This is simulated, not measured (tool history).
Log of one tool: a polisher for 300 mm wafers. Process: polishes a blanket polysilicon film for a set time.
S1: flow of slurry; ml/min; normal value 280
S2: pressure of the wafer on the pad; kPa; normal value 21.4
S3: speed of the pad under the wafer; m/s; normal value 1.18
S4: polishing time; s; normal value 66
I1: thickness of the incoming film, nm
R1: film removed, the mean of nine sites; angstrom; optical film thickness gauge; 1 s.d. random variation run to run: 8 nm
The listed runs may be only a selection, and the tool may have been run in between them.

run	hour	S1	S2	S3	S4	I1	R1
1	0	280	21.4	1.18	66	2035.4	6860
# hour 3.5: worn pad replaced by a new one
2	45.4	280	21.4	1.18	66	2062.2	7280
3	139.3	280	21.4	1.36	51	2080.9	5924
4	175.3	280	21.4	1.36	51	2083.9	5699
# hour 212.9: head pressure recalibrated
5	280.6	280	21.4	1.18	66	2095.5	7099
# hour 335.6: worn pad replaced by a new one
6	349.6	205	21.4	1.18	81	2051.1	9037
7	454.7	205	21.4	1.18	81	2052.7	8642
# hour 471.9: slurry nozzle cleaned
8	547.9	205	21.4	1.18	81	2073.4	8499
9	613.1	280	21.4	1.18	66	2082.8	7060
# hour 663.9: worn pad replaced by a new one
10	665.6	280	21.4	1.18	66	2087.9	7589
11	759.7	280	21.4	1.18	66	2062.8	7206
12	859.1	280	21.4	1.18	56	2068.4	5875
13	938.2	325	28.3	1.18	44	2098.1	5837
# hour 1002.1: worn pad replaced by a new one
14	1026.2	280	18.6	1.18	66	2110.8	6286
# hour 1092.6: head pressure recalibrated
15	1117.1	280	14.5	1.18	66	2086.3	5245
16	1190.9	365	17.2	1.18	66	2103.3	6110
17	1266	240	17.2	1.3	43	2102.8	4067
# hour 1282.8: slurry nozzle cleaned
18	1335.7	225	21.4	1.18	43	2065.5	4566
19	1373.6	280	26.2	1.18	66	2096.2	8472
# hour 1382.9: worn pad replaced by a new one
20	1479.1	280	18.6	1.18	66	2064.2	6416
21	1535.8	380	27.6	0.82	84	2082.2	9144
22	1614.6	335	21.4	1	66	2067.8	6305
23	1689.9	250	28.3	1.18	82	2100.2	10810
# hour 1759.1: worn pad replaced by a new one
24	1759.8	250	21.4	0.94	66	2088.5	6136
25	1850.6	280	21.4	1.36	51	2093.7	5869

Branching from run 25: 5 alternative next runs. What would each branch give?
A	1851	365	21.4	1.18	66	2065.3	?
B	1851	310	23.4	1.56	66	2065.3	?
C	1851	280	26.9	1.18	66	2065.3	?
D	1851	370	24.8	1.18	57	2065.3	?
E	1851	215	15.9	1.58	55	2065.3	?

run	R1
A	7044
B	9380
C	8469
D	6959
E	5415
The same runs, with their run-to-run variation unchanged, on a tool lacking any hidden condition would have given:
run	R1
A	8168
B	10877
C	9821
D	8069
E	6280
